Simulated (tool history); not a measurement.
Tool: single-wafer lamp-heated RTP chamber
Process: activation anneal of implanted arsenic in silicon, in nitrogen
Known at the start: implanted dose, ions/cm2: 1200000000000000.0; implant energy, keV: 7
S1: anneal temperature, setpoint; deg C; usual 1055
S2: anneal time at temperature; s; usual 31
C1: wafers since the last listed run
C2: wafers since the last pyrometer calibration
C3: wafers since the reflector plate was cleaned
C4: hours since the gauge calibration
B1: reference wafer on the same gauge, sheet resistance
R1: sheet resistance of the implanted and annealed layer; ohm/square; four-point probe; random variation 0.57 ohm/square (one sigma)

run 1 hour=0.0 | S1=1055 S2=31 | C1=0 C2=832 C3=10167 C4=28.7 | B1=122.99 | R1=111.00
run 2 hour=25.0 | S1=1055 S2=31 | C1=490 C2=1323 C3=10657 C4=53.7 | B1=122.99 | R1=110.72
run 3 hour=63.9 | S1=1055 S2=31 | C1=763 C2=2086 C3=11421 C4=92.6 | B1=122.96 | R1=111.94
run 4 hour=125.4 | S1=1055 S2=31 | C1=1207 C2=3294 C3=12628 C4=154.1 | B1=122.91 | R1=111.45
-- hour=136.7 reflector plate cleaned
run 5 hour=237.4 | S1=1055 S2=31 | C1=2041 C2=5335 C3=1976 C4=266.1 | B1=123.04 | R1=112.38
-- hour=251.2 pyrometer window cleaned and pyrometer calibrated
run 6 hour=282.6 | S1=1055 S2=31 | C1=730 C2=615 C3=2706 C4=311.3 | B1=123.11 | R1=110.52
run 7 hour=339.8 | S1=1055 S2=31 | C1=1122 C2=1737 C3=3829 C4=368.5 | B1=122.94 | R1=111.33
run 8 hour=392.9 | S1=1038 S2=31 | C1=1042 C2=2780 C3=4871 C4=421.6 | B1=122.98 | R1=118.41
run 9 hour=437.0 | S1=1055 S2=31 | C1=865 C2=3645 C3=5737 C4=465.7 | B1=123.13 | R1=111.10
run 10 hour=464.6 | S1=1055 S2=31 | C1=541 C2=4187 C3=6279 C4=493.3 | B1=123.16 | R1=111.31
run 11 hour=502.8 | S1=1055 S2=31 | C1=749 C2=4937 C3=7028 C4=531.5 | B1=123.07 | R1=111.43
-- hour=544.3 pyrometer window cleaned and pyrometer calibrated
run 12 hour=556.9 | S1=1055 S2=31 | C1=904 C2=247 C3=7933 C4=585.6 | B1=123.13 | R1=111.39
run 13 hour=622.9 | S1=1055 S2=31 | C1=1295 C2=1543 C3=9229 C4=651.6 | B1=122.89 | R1=112.79
run 14 hour=661.2 | S1=1055 S2=31 | C1=751 C2=2295 C3=9980 C4=689.9 | B1=122.96 | R1=111.97
-- hour=687.2 reflector plate cleaned
run 15 hour=691.8 | S1=1075 S2=42 | C1=443 C2=2738 C3=90 C4=720.5 | B1=122.97 | R1=101.23
run 16 hour=761.5 | S1=1055 S2=14 | C1=1368 C2=4106 C3=1458 C4=790.2 | B1=123.02 | R1=127.17

Run 17 comes next. What will it give?
-- hour=793.8 gauge calibrated
-- hour=832.5 pyrometer window cleaned and pyrometer calibrated
run 17 hour=833.0 | S1=1064 S2=31 | C1=1246 C2=9 C3=2704 C4=39.2 | B1=? | R1=?

B1: 123.10
R1: 107.61 ohm/square
Without the tool's hidden state the same run would have given R1 107.61 ohm/square.

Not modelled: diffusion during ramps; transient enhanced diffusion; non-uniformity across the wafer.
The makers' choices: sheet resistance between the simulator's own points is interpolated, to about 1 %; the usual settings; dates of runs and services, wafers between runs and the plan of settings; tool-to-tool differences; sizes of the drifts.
